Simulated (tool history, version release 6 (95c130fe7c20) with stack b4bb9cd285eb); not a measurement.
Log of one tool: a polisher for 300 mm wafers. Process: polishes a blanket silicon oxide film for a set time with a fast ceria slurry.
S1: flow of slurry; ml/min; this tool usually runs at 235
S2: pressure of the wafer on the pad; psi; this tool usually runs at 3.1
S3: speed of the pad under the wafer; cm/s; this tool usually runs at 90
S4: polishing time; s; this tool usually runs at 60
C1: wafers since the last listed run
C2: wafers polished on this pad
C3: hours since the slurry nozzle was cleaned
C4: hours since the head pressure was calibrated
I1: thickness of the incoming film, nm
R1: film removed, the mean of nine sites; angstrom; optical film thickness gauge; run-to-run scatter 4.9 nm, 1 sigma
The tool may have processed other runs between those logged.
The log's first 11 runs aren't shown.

run	hour	S1	S2	S3	S4	C1	C2	C3	C4	I1	R1
# hour 230.2: worn pad replaced by a new one
12	245.7	235	3.1	90	60	246	188	50.0	463.5	2736.6	8599
13	260.1	235	3.1	90	60	175	364	64.4	477.9	2721.5	8630
14	287.9	300	3.1	90	60	339	703	92.2	505.7	2700.3	8822
15	322.8	300	3.1	90	60	425	1129	127.1	540.6	2698.6	8848
16	339.4	235	3.1	114	49	202	1331	143.7	557.2	2664.5	8892
# hour 363.7: worn pad replaced by a new one
17	364.2	260	3.1	90	60	253	6	168.5	582.0	2678.2	8690
18	385.4	235	3.1	90	60	258	264	189.7	603.2	2679.4	8611
19	411.1	235	3.1	112	60	313	578	215.4	628.9	2678.5	10785
# hour 415.7: head pressure recalibrated
20	430.0	290	3.6	110	40	206	784	234.3	14.3	2714.8	8713
21	447.6	235	2.8	72	45	214	999	251.9	31.9	2669.1	4916
22	482.2	235	2.3	90	60	422	1421	286.5	66.5	2702.5	6985
23	495.2	185	2.8	90	60	158	1580	299.5	79.5	2651.1	8094
# hour 502.4: worn pad replaced by a new one
24	511.1	275	4.1	58	47	145	105	315.4	95.4	2711.1	6203
# hour 526.3: head pressure recalibrated, repeated, since the last time left the tool worse
25	532.5	235	2.2	90	74	236	342	336.8	6.2	2709.9	7181
26	548.5	290	3.1	90	69	195	537	352.8	22.2	2697.4	9617
# hour 564.0: slurry nozzle cleaned
27	571.1	235	3.1	90	78	263	801	7.1	44.8	2696.5	10689
28	601.3	290	2.3	58	80	368	1169	37.3	75.0	2702.1	5508
29	618.6	235	3.1	90	60	211	1380	54.6	92.3	2657.7	8299
# hour 629.7: worn pad replaced by a new one
30	630.7	235	3.1	78	60	98	11	66.7	104.4	2707.8	7279

What if the next run were any one of these 4? Each begins from the tool's condition after run 30:
A	631.1	235	3.1	90	60	4	16	67.1	104.8	2678.3	?
B	631.1	210	2.2	90	47	4	16	67.1	104.8	2678.3	?
C	631.1	235	2.6	80	69	4	16	67.1	104.8	2678.3	?
D	631.1	290	3.6	72	49	4	16	67.1	104.8	2678.3	?

run	R1
A	8257
B	4602
C	7138
D	6374
Without the tool's unlogged condition, the same runs would have read:
run	R1
A	8093
B	4511
C	6996
D	6247
